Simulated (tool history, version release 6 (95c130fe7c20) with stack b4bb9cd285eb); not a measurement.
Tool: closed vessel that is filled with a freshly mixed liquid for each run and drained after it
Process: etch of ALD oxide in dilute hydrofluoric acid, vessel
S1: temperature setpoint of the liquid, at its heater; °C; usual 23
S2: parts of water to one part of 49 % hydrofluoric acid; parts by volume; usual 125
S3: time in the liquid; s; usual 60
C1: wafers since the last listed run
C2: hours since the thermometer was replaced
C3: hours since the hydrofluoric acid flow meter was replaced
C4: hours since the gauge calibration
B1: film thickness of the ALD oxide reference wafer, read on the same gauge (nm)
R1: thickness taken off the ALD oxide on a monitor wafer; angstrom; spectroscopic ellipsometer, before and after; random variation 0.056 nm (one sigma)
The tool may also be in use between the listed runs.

run     day    S1   S2  S3     C1      C2      C3      C4     B1     R1
  1       0    23  125  60      0  1140.7   133.2   935.9  89.99  141.6
  2   2.075    23  125  85   6518  1190.5     183   985.7  89.99  201.2
  3   3.817    23  125  60   5471  1232.3   224.8  1027.5  90.02  142.1
  4   7.846    23  125  60  12656    1329   321.5  1124.2  90.03  142.9
  5  10.338    23  125  60   7827  1388.8   381.3    1184  89.97  141.5
  6  13.992    23  125  60  11478  1476.5     469  1271.7  89.98  141.5
  7  16.333    23  125  60   7355  1532.7   525.2  1327.9  90.02  142.1
  8   17.95    23  125  60   5078  1571.5     564  1366.7  90.02  142.4
  9   21.05    23  125  60   9738  1645.9   638.4  1441.1  90.02  141.6
 10  24.362    23  125  60  10405  1725.4   717.9  1520.6  89.98  142.7
 11  28.579    23  125  60  13245  1826.6   819.1  1621.8  89.99  141.9
 12  30.142    23  125  60   4908  1864.1   856.6  1659.3  89.99  141.5
 13  31.825    23  125  60   5287  1904.5     897  1699.7  89.99  142.6
 14  38.279    23  125  60  20274  2059.4  1051.9  1854.6  90.01  142.2
     41.179  -- thermometer replaced
 15  41.946  21.5  160  30  11387    18.4  1139.9  1942.6  89.99   50.1
 16  44.292    26  155  60   7369    74.7  1196.2  1998.9  89.99  124.4
 17  45.871    23  125  60   4960   112.6  1234.1  2036.8  89.97  141.5
 18  49.788    20  155  70  12303   206.6  1328.1  2130.8     90  114.6
     50.838  -- hydrofluoric acid flow meter replaced
 19  53.854    23  125  60  12643   304.2    72.4  2228.4  90.01  140.6
 20   57.55    23  180  60  11609   392.9   161.1  2317.1  90.02     93
 21  60.467    23  175  85   9162   462.9   231.1  2387.1  90.02  135.4
 22  64.596    20  125  35  12971     562   330.2  2486.2     90   73.3
 23  66.908    23  125  60   7264   617.5   385.7  2541.7  89.99  141.6
 24  69.829    20  155  70   9175   687.6   455.8  2611.8  90.01  115.3
     73.158  -- gauge calibrated
 25  75.938    23   95  60  19188   834.2   602.4    66.7  90.01  194.1
 26  89.238    23   95  60  41779  1153.4   921.6   385.9  90.02  194.4
 27  92.638    23   75  60  10680    1235  1003.2   467.5  89.99  250.7
 28  95.379    23   95  35   8612  1300.8    1069   533.3     90  112.2
 29  97.529    20  155  60   6753  1352.4  1120.6   584.9  89.98   98.8

Forecast each of these 4 alternatives for the next run:
  A  97.558    23  125  60  91  1353.1  1121.3  585.6   ?   ?
  B  97.558  26.5  180  60  91  1353.1  1121.3  585.6   ?   ?
  C  97.558    26  125  60  91  1353.1  1121.3  585.6   ?   ?
  D  97.558    28  125  60  91  1353.1  1121.3  585.6   ?   ?

run     B1     R1
  A  90.02  143.2
  B  90.02  106.5
  C  90.02  160.8
  D  90.02  173.4
Without the tool's hidden state the same runs would have given:
run     R1
  A  143.2
  B  106.5
  C  160.8
  D  173.4

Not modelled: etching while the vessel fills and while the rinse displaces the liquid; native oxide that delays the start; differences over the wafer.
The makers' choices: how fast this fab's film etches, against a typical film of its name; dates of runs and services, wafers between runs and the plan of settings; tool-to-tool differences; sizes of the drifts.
